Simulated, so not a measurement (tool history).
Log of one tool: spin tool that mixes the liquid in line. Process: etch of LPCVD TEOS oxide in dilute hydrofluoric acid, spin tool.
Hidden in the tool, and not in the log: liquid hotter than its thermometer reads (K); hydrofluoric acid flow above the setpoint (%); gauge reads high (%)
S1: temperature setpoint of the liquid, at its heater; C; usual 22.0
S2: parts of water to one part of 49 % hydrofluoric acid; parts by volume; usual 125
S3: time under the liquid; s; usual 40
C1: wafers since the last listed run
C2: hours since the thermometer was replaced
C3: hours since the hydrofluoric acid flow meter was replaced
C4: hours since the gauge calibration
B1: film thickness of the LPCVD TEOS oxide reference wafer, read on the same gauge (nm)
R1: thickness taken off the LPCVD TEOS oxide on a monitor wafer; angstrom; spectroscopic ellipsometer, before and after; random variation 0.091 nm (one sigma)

{"run": 1, "hour": 0.0, "S1": 25.5, "S2": 125, "S3": 40, "C1": 0, "C2": 1190.9, "C3": 889.5, "C4": 329.8, "B1": 40.01, "R1": 172.4}
{"run": 2, "hour": 8.6, "S1": 22.0, "S2": 125, "S3": 40, "C1": 80, "C2": 1199.5, "C3": 898.1, "C4": 338.4, "B1": 39.99, "R1": 150.8}
{"run": 3, "hour": 17.4, "S1": 22.0, "S2": 125, "S3": 40, "C1": 82, "C2": 1208.3, "C3": 906.9, "C4": 347.2, "B1": 40.0, "R1": 149.4}
{"run": 4, "hour": 27.6, "S1": 22.0, "S2": 125, "S3": 40, "C1": 95, "C2": 1218.5, "C3": 917.1, "C4": 357.4, "B1": 40.03, "R1": 152.0}
{"run": 5, "hour": 38.7, "S1": 22.0, "S2": 125, "S3": 40, "C1": 103, "C2": 1229.6, "C3": 928.2, "C4": 368.5, "B1": 40.0, "R1": 151.1}
{"run": 6, "hour": 55.3, "S1": 18.0, "S2": 125, "S3": 40, "C1": 154, "C2": 1246.2, "C3": 944.8, "C4": 385.1, "B1": 39.99, "R1": 127.7}
{"run": 7, "hour": 87.9, "S1": 18.0, "S2": 125, "S3": 40, "C1": 303, "C2": 1278.8, "C3": 977.4, "C4": 417.7, "B1": 40.02, "R1": 127.0}
{"run": 8, "hour": 101.8, "S1": 18.0, "S2": 125, "S3": 40, "C1": 129, "C2": 1292.7, "C3": 991.3, "C4": 431.6, "B1": 40.01, "R1": 128.1}
{"run": 9, "hour": 114.8, "S1": 22.0, "S2": 170, "S3": 40, "C1": 121, "C2": 1305.7, "C3": 1004.3, "C4": 444.6, "B1": 40.0, "R1": 105.5}
{"hour": 118.5, "done": "thermometer replaced"}
{"run": 10, "hour": 126.5, "S1": 22.0, "S2": 75, "S3": 40, "C1": 99, "C2": 8.0, "C3": 1016.0, "C4": 456.3, "B1": 40.0, "R1": 265.8}
{"run": 11, "hour": 134.9, "S1": 22.0, "S2": 125, "S3": 60, "C1": 78, "C2": 16.4, "C3": 1024.4, "C4": 464.7, "B1": 40.0, "R1": 224.7}
{"run": 12, "hour": 145.2, "S1": 22.0, "S2": 125, "S3": 40, "C1": 96, "C2": 26.7, "C3": 1034.7, "C4": 475.0, "B1": 39.99, "R1": 150.0}
{"run": 13, "hour": 161.4, "S1": 17.0, "S2": 145, "S3": 60, "C1": 151, "C2": 42.9, "C3": 1050.9, "C4": 491.2, "B1": 40.0, "R1": 156.6}
{"run": 14, "hour": 194.7, "S1": 19.5, "S2": 175, "S3": 25, "C1": 310, "C2": 76.2, "C3": 1084.2, "C4": 524.5, "B1": 40.01, "R1": 57.9}
{"run": 15, "hour": 201.1, "S1": 22.0, "S2": 70, "S3": 30, "C1": 59, "C2": 82.6, "C3": 1090.6, "C4": 530.9, "B1": 40.0, "R1": 216.3}
{"run": 16, "hour": 207.6, "S1": 26.5, "S2": 125, "S3": 40, "C1": 60, "C2": 89.1, "C3": 1097.1, "C4": 537.4, "B1": 40.0, "R1": 176.8}
{"run": 17, "hour": 223.1, "S1": 22.0, "S2": 125, "S3": 60, "C1": 144, "C2": 104.6, "C3": 1112.6, "C4": 552.9, "B1": 40.0, "R1": 224.8}
{"run": 18, "hour": 240.1, "S1": 22.0, "S2": 125, "S3": 40, "C1": 158, "C2": 121.6, "C3": 1129.6, "C4": 569.9, "B1": 40.02, "R1": 150.5}
{"hour": 277.6, "done": "hydrofluoric acid flow meter replaced"}
{"run": 19, "hour": 279.1, "S1": 22.0, "S2": 150, "S3": 40, "C1": 354, "C2": 160.6, "C3": 1.5, "C4": 608.9, "B1": 40.02, "R1": 123.1}
{"hour": 283.6, "done": "gauge calibrated"}
{"run": 20, "hour": 290.0, "S1": 27.0, "S2": 150, "S3": 20, "C1": 101, "C2": 171.5, "C3": 12.4, "C4": 6.4, "B1": 40.01, "R1": 73.9}
{"run": 21, "hour": 297.8, "S1": 22.0, "S2": 125, "S3": 65, "C1": 72, "C2": 179.3, "C3": 20.2, "C4": 14.2, "B1": 39.99, "R1": 243.8}
{"run": 22, "hour": 306.9, "S1": 22.0, "S2": 125, "S3": 60, "C1": 84, "C2": 188.4, "C3": 29.3, "C4": 23.3, "B1": 39.97, "R1": 225.6}
{"run": 23, "hour": 321.1, "S1": 20.5, "S2": 160, "S3": 40, "C1": 132, "C2": 202.6, "C3": 43.5, "C4": 37.5, "B1": 39.99, "R1": 106.0}
{"run": 24, "hour": 334.9, "S1": 20.5, "S2": 150, "S3": 15, "C1": 128, "C2": 216.4, "C3": 57.3, "C4": 51.3, "B1": 40.0, "R1": 42.9}
{"run": 25, "hour": 346.4, "S1": 23.5, "S2": 100, "S3": 60, "C1": 107, "C2": 227.9, "C3": 68.8, "C4": 62.8, "B1": 39.98, "R1": 305.4}
{"run": 26, "hour": 355.0, "S1": 22.0, "S2": 125, "S3": 40, "C1": 80, "C2": 236.5, "C3": 77.4, "C4": 71.4, "B1": 39.99, "R1": 150.3}
{"run": 27, "hour": 369.4, "S1": 24.0, "S2": 75, "S3": 50, "C1": 134, "C2": 250.9, "C3": 91.8, "C4": 85.8, "B1": 40.01, "R1": 362.7}
{"run": 28, "hour": 378.2, "S1": 17.0, "S2": 125, "S3": 40, "C1": 82, "C2": 259.7, "C3": 100.6, "C4": 94.6, "B1": 40.0, "R1": 121.9}
{"run": 29, "hour": 394.1, "S1": 22.0, "S2": 125, "S3": 40, "C1": 148, "C2": 275.6, "C3": 116.5, "C4": 110.5, "B1": 40.01, "R1": 149.8}
{"run": 30, "hour": 410.9, "S1": 20.0, "S2": 125, "S3": 40, "C1": 156, "C2": 292.4, "C3": 133.3, "C4": 127.3, "B1": 39.99, "R1": 139.7}
{"run": 31, "hour": 417.9, "S1": 17.0, "S2": 125, "S3": 40, "C1": 65, "C2": 299.4, "C3": 140.3, "C4": 134.3, "B1": 39.98, "R1": 123.0}
{"run": 32, "hour": 432.6, "S1": 22.0, "S2": 125, "S3": 40, "C1": 137, "C2": 314.1, "C3": 155.0, "C4": 149.0, "B1": 40.0, "R1": 151.3}
{"run": 33, "hour": 448.8, "S1": 22.0, "S2": 125, "S3": 45, "C1": 151, "C2": 330.3, "C3": 171.2, "C4": 165.2, "B1": 39.97, "R1": 168.7}

4 ways to go on from here, each from the tool as it stands after run 33. What would each give?
{"run": "A", "hour": 449.2, "S1": 22.0, "S2": 125, "S3": 40, "C1": 3, "C2": 330.7, "C3": 171.6, "C4": 165.6, "B1": "?", "R1": "?"}
{"run": "B", "hour": 449.2, "S1": 18.0, "S2": 150, "S3": 40, "C1": 3, "C2": 330.7, "C3": 171.6, "C4": 165.6, "B1": "?", "R1": "?"}
{"run": "C", "hour": 449.2, "S1": 20.0, "S2": 125, "S3": 25, "C1": 3, "C2": 330.7, "C3": 171.6, "C4": 165.6, "B1": "?", "R1": "?"}
{"run": "D", "hour": 449.2, "S1": 19.5, "S2": 170, "S3": 30, "C1": 3, "C2": 330.7, "C3": 171.6, "C4": 165.6, "B1": "?", "R1": "?"}

run=A B1=39.99 R1=150.4
run=B B1=39.99 R1=103.9
run=C B1=39.99 R1=86.7
run=D B1=39.99 R1=71.6
Without the tool's hidden state the same runs would have given:
run=A R1=150.4
run=B R1=103.9
run=C R1=86.7
run=D R1=71.6

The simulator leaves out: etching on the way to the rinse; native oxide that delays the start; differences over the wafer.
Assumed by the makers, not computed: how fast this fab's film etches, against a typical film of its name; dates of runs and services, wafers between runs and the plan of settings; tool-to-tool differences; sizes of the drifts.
